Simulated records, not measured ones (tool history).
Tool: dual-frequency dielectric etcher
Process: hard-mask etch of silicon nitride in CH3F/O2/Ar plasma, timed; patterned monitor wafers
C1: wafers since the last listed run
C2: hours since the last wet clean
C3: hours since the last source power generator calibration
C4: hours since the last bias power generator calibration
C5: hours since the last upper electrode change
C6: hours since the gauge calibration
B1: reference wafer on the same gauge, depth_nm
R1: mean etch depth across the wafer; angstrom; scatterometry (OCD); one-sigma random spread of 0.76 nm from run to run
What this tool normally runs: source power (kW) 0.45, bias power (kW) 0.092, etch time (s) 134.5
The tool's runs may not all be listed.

run 1 hour=0 | source_power_(kW)=0.45 bias_power_(kW)=0.092 etch_time_(s)=150.5 | C1=0 C2=168.3 C3=1493.3 C4=4122 C5=2812.8 C6=230.3 | B1=91.8 | R1=1249
run 2 hour=21 | source_power_(kW)=0.48 bias_power_(kW)=0.092 etch_time_(s)=161 | C1=187 C2=189.3 C3=1514.3 C4=4143 C5=2833.8 C6=251.3 | B1=91.9 | R1=1359
run 3 hour=46.2 | source_power_(kW)=0.41 bias_power_(kW)=0.092 etch_time_(s)=134.5 | C1=224 C2=214.5 C3=1539.5 C4=4168.2 C5=2859 C6=276.5 | B1=92.2 | R1=1073
run 4 hour=60.1 | source_power_(kW)=0.41 bias_power_(kW)=0.092 etch_time_(s)=134.5 | C1=123 C2=228.4 C3=1553.4 C4=4182.1 C5=2872.9 C6=290.4 | B1=92 | R1=1079
run 5 hour=119.4 | source_power_(kW)=0.41 bias_power_(kW)=0.092 etch_time_(s)=134.5 | C1=528 C2=287.7 C3=1612.7 C4=4241.4 C5=2932.2 C6=349.7 | B1=92.1 | R1=1076
run 6 hour=145.3 | source_power_(kW)=0.45 bias_power_(kW)=0.085 etch_time_(s)=134.5 | C1=230 C2=313.6 C3=1638.6 C4=4267.3 C5=2958.1 C6=375.6 | B1=91.9 | R1=1065
run 7 hour=175.7 | source_power_(kW)=0.45 bias_power_(kW)=0.085 etch_time_(s)=134.5 | C1=271 C2=344 C3=1669 C4=4297.7 C5=2988.5 C6=406 | B1=92 | R1=1077
-- hour=202.5 bias power generator calibrated
run 8 hour=210.1 | source_power_(kW)=0.45 bias_power_(kW)=0.085 etch_time_(s)=134.5 | C1=271 C2=378.4 C3=1703.4 C4=7.6 C5=3022.9 C6=440.4 | B1=91.9 | R1=1081
run 9 hour=233.9 | source_power_(kW)=0.45 bias_power_(kW)=0.08 etch_time_(s)=134.5 | C1=212 C2=402.2 C3=1727.2 C4=31.4 C5=3046.7 C6=464.2 | B1=91.8 | R1=1042
run 10 hour=250.7 | source_power_(kW)=0.45 bias_power_(kW)=0.08 etch_time_(s)=134.5 | C1=149 C2=419 C3=1744 C4=48.2 C5=3063.5 C6=481 | B1=92 | R1=1040
-- hour=273.3 gauge calibrated
run 11 hour=279.6 | source_power_(kW)=0.42 bias_power_(kW)=0.092 etch_time_(s)=134.5 | C1=257 C2=447.9 C3=1772.9 C4=77.1 C5=3092.4 C6=6.3 | B1=91.7 | R1=1113
-- hour=308.5 source power generator calibrated
run 12 hour=309.7 | source_power_(kW)=0.42 bias_power_(kW)=0.092 etch_time_(s)=134.5 | C1=232 C2=478 C3=1.2 C4=107.2 C5=3122.5 C6=36.4 | B1=92.1 | R1=1107
-- hour=335.4 upper electrode replaced
-- hour=336.4 wet clean of the chamber
run 13 hour=336.9 | source_power_(kW)=0.45 bias_power_(kW)=0.103 etch_time_(s)=134.5 | C1=19 C2=0.5 C3=28.4 C4=134.4 C5=1.5 C6=63.6 | B1=92.1 | R1=1162
run 14 hour=349.5 | source_power_(kW)=0.45 bias_power_(kW)=0.107 etch_time_(s)=148 | C1=112 C2=13.1 C3=41 C4=147 C5=14.1 C6=76.2 | B1=92 | R1=1304
run 15 hour=378.7 | source_power_(kW)=0.52 bias_power_(kW)=0.092 etch_time_(s)=119 | C1=260 C2=42.3 C3=70.2 C4=176.2 C5=43.3 C6=105.4 | B1=92 | R1=1016
run 16 hour=405.3 | source_power_(kW)=0.39 bias_power_(kW)=0.075 etch_time_(s)=134.5 | C1=237 C2=68.9 C3=96.8 C4=202.8 C5=69.9 C6=132 | B1=92 | R1=924
run 17 hour=423.1 | source_power_(kW)=0.45 bias_power_(kW)=0.092 etch_time_(s)=134.5 | C1=158 C2=86.7 C3=114.6 C4=220.6 C5=87.7 C6=149.8 | B1=92 | R1=1091
run 18 hour=443.6 | source_power_(kW)=0.45 bias_power_(kW)=0.08 etch_time_(s)=134.5 | C1=182 C2=107.2 C3=135.1 C4=241.1 C5=108.2 C6=170.3 | B1=91.9 | R1=1009
run 19 hour=462.9 | source_power_(kW)=0.45 bias_power_(kW)=0.092 etch_time_(s)=134.5 | C1=172 C2=126.5 C3=154.4 C4=260.4 C5=127.5 C6=189.6 | B1=91.9 | R1=1118
run 20 hour=477.4 | source_power_(kW)=0.45 bias_power_(kW)=0.105 etch_time_(s)=134.5 | C1=129 C2=141 C3=168.9 C4=274.9 C5=142 C6=204.1 | B1=92 | R1=1209
run 21 hour=502.2 | source_power_(kW)=0.36 bias_power_(kW)=0.109 etch_time_(s)=170 | C1=221 C2=165.8 C3=193.7 C4=299.7 C5=166.8 C6=228.9 | B1=91.9 | R1=1426
run 22 hour=525.1 | source_power_(kW)=0.39 bias_power_(kW)=0.092 etch_time_(s)=134.5 | C1=204 C2=188.7 C3=216.6 C4=322.6 C5=189.7 C6=251.8 | B1=92.1 | R1=1047
run 23 hour=548.6 | source_power_(kW)=0.45 bias_power_(kW)=0.081 etch_time_(s)=134.5 | C1=209 C2=212.2 C3=240.1 C4=346.1 C5=213.2 C6=275.3 | B1=92 | R1=1035
run 24 hour=579 | source_power_(kW)=0.45 bias_power_(kW)=0.092 etch_time_(s)=134.5 | C1=271 C2=242.6 C3=270.5 C4=376.5 C5=243.6 C6=305.7 | B1=92 | R1=1115
run 25 hour=614.1 | source_power_(kW)=0.41 bias_power_(kW)=0.081 etch_time_(s)=94.5 | C1=312 C2=277.7 C3=305.6 C4=411.6 C5=278.7 C6=340.8 | B1=92.1 | R1=720
run 26 hour=639.6 | source_power_(kW)=0.4 bias_power_(kW)=0.092 etch_time_(s)=153.5 | C1=227 C2=303.2 C3=331.1 C4=437.1 C5=304.2 C6=366.3 | B1=91.9 | R1=1237
run 27 hour=652.2 | source_power_(kW)=0.53 bias_power_(kW)=0.07 etch_time_(s)=175 | C1=112 C2=315.8 C3=343.7 C4=449.7 C5=316.8 C6=378.9 | B1=92 | R1=1325
run 28 hour=673.8 | source_power_(kW)=0.38 bias_power_(kW)=0.112 etch_time_(s)=168.5 | C1=192 C2=337.4 C3=365.3 C4=471.3 C5=338.4 C6=400.5 | B1=92.1 | R1=1487
run 29 hour=697.2 | source_power_(kW)=0.45 bias_power_(kW)=0.092 etch_time_(s)=147 | C1=208 C2=360.8 C3=388.7 C4=494.7 C5=361.8 C6=423.9 | B1=91.8 | R1=1235

Results for each run, recomputed without the tool's hidden state and with each run's random variation untouched:
The hidden state here: etch rate over this chamber's usual, %; source power that arrives over what is set, %; bias power that arrives over what is set, %; gauge reads high (%).
run=1 R1=1237
run=2 R1=1343
run=3 R1=1058
run=4 R1=1062
run=5 R1=1052
run=6 R1=1039
run=7 R1=1047
run=8 R1=1048
run=9 R1=1007
run=10 R1=1004
run=11 R1=1071
run=12 R1=1062
run=13 R1=1166
run=14 R1=1307
run=15 R1=1015
run=16 R1=921
run=17 R1=1085
run=18 R1=1002
run=19 R1=1107
run=20 R1=1195
run=21 R1=1407
run=22 R1=1030
run=23 R1=1016
run=24 R1=1092
run=25 R1=702
run=26 R1=1203
run=27 R1=1287
run=28 R1=1442
run=29 R1=1194
